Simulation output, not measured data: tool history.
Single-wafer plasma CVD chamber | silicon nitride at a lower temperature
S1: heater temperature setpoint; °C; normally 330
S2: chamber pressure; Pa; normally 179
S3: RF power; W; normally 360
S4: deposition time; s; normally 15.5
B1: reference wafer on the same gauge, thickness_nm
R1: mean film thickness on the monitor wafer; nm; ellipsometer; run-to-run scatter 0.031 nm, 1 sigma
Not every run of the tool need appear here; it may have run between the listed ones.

Run 1, day 0.000: usual settings; B1 21.795. Result: R1 19.311 nm.
Run 2, day 0.712: usual settings; B1 21.802. Result: R1 19.395 nm.
Run 3, day 1.450: usual settings; B1 21.791. Result: R1 19.373 nm.
Run 4, day 1.988: usual settings but S3 305 W; B1 21.799. Result: R1 16.841 nm.
Run 5, day 2.429: usual settings but S3 305 W; B1 21.803. Result: R1 16.846 nm.
Run 6, day 2.867: usual settings but S3 305 W; B1 21.800. Result: R1 16.838 nm.
Run 7, day 3.521: usual settings; B1 21.808. Result: R1 19.322 nm.
Run 8, day 3.929: usual settings; B1 21.807. Result: R1 19.397 nm.
Run 9, day 4.325: usual settings; B1 21.807. Result: R1 19.365 nm.
At day 4.358: gauge calibrated.
Run 10, day 4.871: usual settings; B1 21.792. Result: R1 19.352 nm.
At day 5.246: thermocouple changed; heater temperature recalibrated.
Run 11, day 5.329: usual settings; B1 21.794. Result: R1 19.406 nm.
At day 5.954: capacitance manometer re-zeroed and calibrated.
At day 6.108: showerhead replaced.
At day 6.167: RF generator calibrated.
Run 12, day 6.188: usual settings but S1 339 °C, S2 157 Pa; B1 21.806. Result: R1 20.176 nm.
Run 13, day 6.212: usual settings; B1 21.801. Result: R1 20.867 nm.
Run 14, day 6.804: usual settings but S2 217 Pa, S3 390 W; B1 21.790. Result: R1 23.120 nm.
Run 15, day 7.321: usual settings but S2 204 Pa, S3 415 W, S4 17.0 s; B1 21.796. Result: R1 26.133 nm.
Run 16, day 7.662: usual settings; B1 21.795. Result: R1 20.787 nm.
Run 17, day 7.938: usual settings but S1 322 °C, S3 335 W; B1 21.808. Result: R1 19.672 nm.
Run 18, day 8.425: usual settings but S1 321 °C, S3 420 W, S4 18.5 s; B1 21.797. Result: R1 27.793 nm.
Run 19, day 9.171: usual settings; B1 21.810. Result: R1 20.709 nm.
Run 20, day 9.454: usual settings but S1 316 °C, S2 153 Pa, S3 400 W, S4 17.7 s; B1 21.803. Result: R1 24.749 nm.
Run 21, day 10.142: usual settings but S2 221 Pa, S3 305 W; B1 21.801. Result: R1 18.960 nm.
Run 22, day 10.721: usual settings; B1 21.806. Result: R1 20.649 nm.
Run 23, day 11.100: usual settings but S1 323 °C, S2 205 Pa, S3 395 W, S4 16.4 s; B1 21.794. Result: R1 24.313 nm.
At day 11.388: gauge calibrated.
Run 24, day 11.712: usual settings but S1 341 °C, S2 219 Pa, S4 13.9 s; B1 21.795. Result: R1 19.336 nm.
Run 25, day 12.042: usual settings but S1 320 °C; B1 21.792. Result: R1 20.683 nm.

Consider 3 possible next runs. They are alternatives, not a sequence: every one starts from the tool as it was left by run 25. What does each give?
Run A, day 12.058: usual settings but S4 12.4 s; B1 ?. Result: R1 ?.
Run B, day 12.058: usual settings but S2 167 Pa; B1 ?. Result: R1 ?.
Run C, day 12.058: usual settings but S2 161 Pa, S4 17.9 s; B1 ?. Result: R1 ?.

run      B1      R1
  A  21.808  16.469
  B  21.808  20.235
  C  21.808  23.181
Had the tool no hidden state, the same runs would have come out as:
run      R1
  A  16.657
  B  20.467
  C  23.446

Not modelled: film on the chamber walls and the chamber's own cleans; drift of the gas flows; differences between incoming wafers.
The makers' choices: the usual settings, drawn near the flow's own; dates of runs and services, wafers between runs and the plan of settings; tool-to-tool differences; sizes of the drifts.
